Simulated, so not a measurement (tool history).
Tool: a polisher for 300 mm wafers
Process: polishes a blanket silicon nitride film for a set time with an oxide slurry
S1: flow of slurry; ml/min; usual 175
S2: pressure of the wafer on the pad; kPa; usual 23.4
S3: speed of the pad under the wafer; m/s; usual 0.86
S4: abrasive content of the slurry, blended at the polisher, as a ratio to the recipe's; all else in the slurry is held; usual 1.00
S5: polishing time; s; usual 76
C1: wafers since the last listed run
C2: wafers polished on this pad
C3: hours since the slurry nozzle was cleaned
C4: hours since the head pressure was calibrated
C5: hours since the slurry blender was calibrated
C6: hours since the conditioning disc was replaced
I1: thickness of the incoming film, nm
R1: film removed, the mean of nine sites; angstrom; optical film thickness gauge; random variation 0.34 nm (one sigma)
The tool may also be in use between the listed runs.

run	hour	S1	S2	S3	S4	S5	C1	C2	C3	C4	C5	C6	I1	R1
1	0.0	175	23.4	0.86	1.00	76	0	1025	254.1	583.9	401.5	605.6	251.5	372
# hour 21.9: conditioning disc replaced and pad reconditioned
# hour 50.8: head pressure recalibrated
2	76.4	175	23.4	0.86	1.00	76	618	1643	330.5	25.6	477.9	54.5	252.8	368
# hour 84.6: slurry blender recalibrated
3	172.5	175	23.4	0.86	1.00	76	803	2447	426.6	121.7	87.9	150.6	251.2	356
4	257.3	175	23.4	0.86	1.00	76	724	3172	511.4	206.5	172.7	235.4	252.1	355
5	354.1	175	23.4	0.86	1.00	76	826	3999	608.2	303.3	269.5	332.2	246.0	353
# hour 387.6: slurry nozzle cleaned
# hour 408.2: worn pad replaced by a new one
# hour 606.3: head pressure recalibrated
6	620.3	175	23.4	0.86	1.00	76	2214	1794	232.7	14.0	535.7	598.4	246.6	361
# hour 651.2: conditioning disc replaced and pad reconditioned
7	689.4	175	23.4	0.86	1.10	76	573	2367	301.8	83.1	604.8	38.2	247.5	372
# hour 702.3: slurry blender recalibrated
8	785.8	175	23.4	0.86	1.00	76	806	3174	398.2	179.5	83.5	134.6	254.1	356
9	870.7	175	23.4	0.76	1.00	76	725	3899	483.1	264.4	168.4	219.5	249.5	322
# hour 911.9: worn pad replaced by a new one
10	973.5	175	23.4	0.86	1.00	76	843	526	585.9	367.2	271.2	322.3	248.0	377
# hour 984.1: slurry nozzle cleaned
11	1074.8	175	23.4	0.72	1.00	92	856	1382	90.7	468.5	372.5	423.6	251.1	377
12	1146.4	140	23.4	0.86	1.30	76	611	1994	162.3	540.1	444.1	495.2	244.9	375
# hour 1165.1: head pressure recalibrated
13	1210.0	175	20.0	0.86	1.00	57	526	2520	225.9	44.9	507.7	558.8	249.2	245
# hour 1242.1: slurry blender recalibrated
# hour 1243.2: conditioning disc replaced and pad reconditioned
14	1265.6	225	17.2	1.08	1.00	60	448	2969	281.5	100.5	23.5	22.4	248.2	290
15	1361.9	175	25.5	0.86	1.00	63	822	3791	377.8	196.8	119.8	118.7	252.6	306
16	1434.5	175	23.4	0.86	1.00	64	620	4412	450.4	269.4	192.4	191.3	251.2	294
# hour 1463.9: slurry nozzle cleaned
17	1479.3	230	23.4	0.86	1.00	99	374	4786	15.4	314.2	237.2	236.1	244.5	475
18	1520.9	175	23.4	0.86	1.00	76	355	5141	57.0	355.8	278.8	277.7	254.6	350
# hour 1543.4: worn pad replaced by a new one
19	1596.6	175	15.9	0.86	1.00	76	612	454	132.7	431.5	354.5	353.4	251.3	302
20	1670.8	160	23.4	0.98	1.15	88	633	1087	206.9	505.7	428.7	427.6	253.2	489
# hour 1730.0: head pressure recalibrated
21	1730.5	175	23.4	0.86	1.00	76	492	1580	266.6	0.5	488.4	487.3	249.4	364
22	1784.2	175	23.4	0.86	1.00	76	458	2039	320.3	54.2	542.1	541.0	251.7	354

Forecast run 23:
# hour 1793.1: slurry blender recalibrated
23	1851.4	175	20.7	1.02	1.00	68	556	2596	387.5	121.4	58.3	608.2	254.5	?

Run 23 gave R1 336 angstrom.
Without the tool's hidden state the same run would have given R1 375 angstrom.
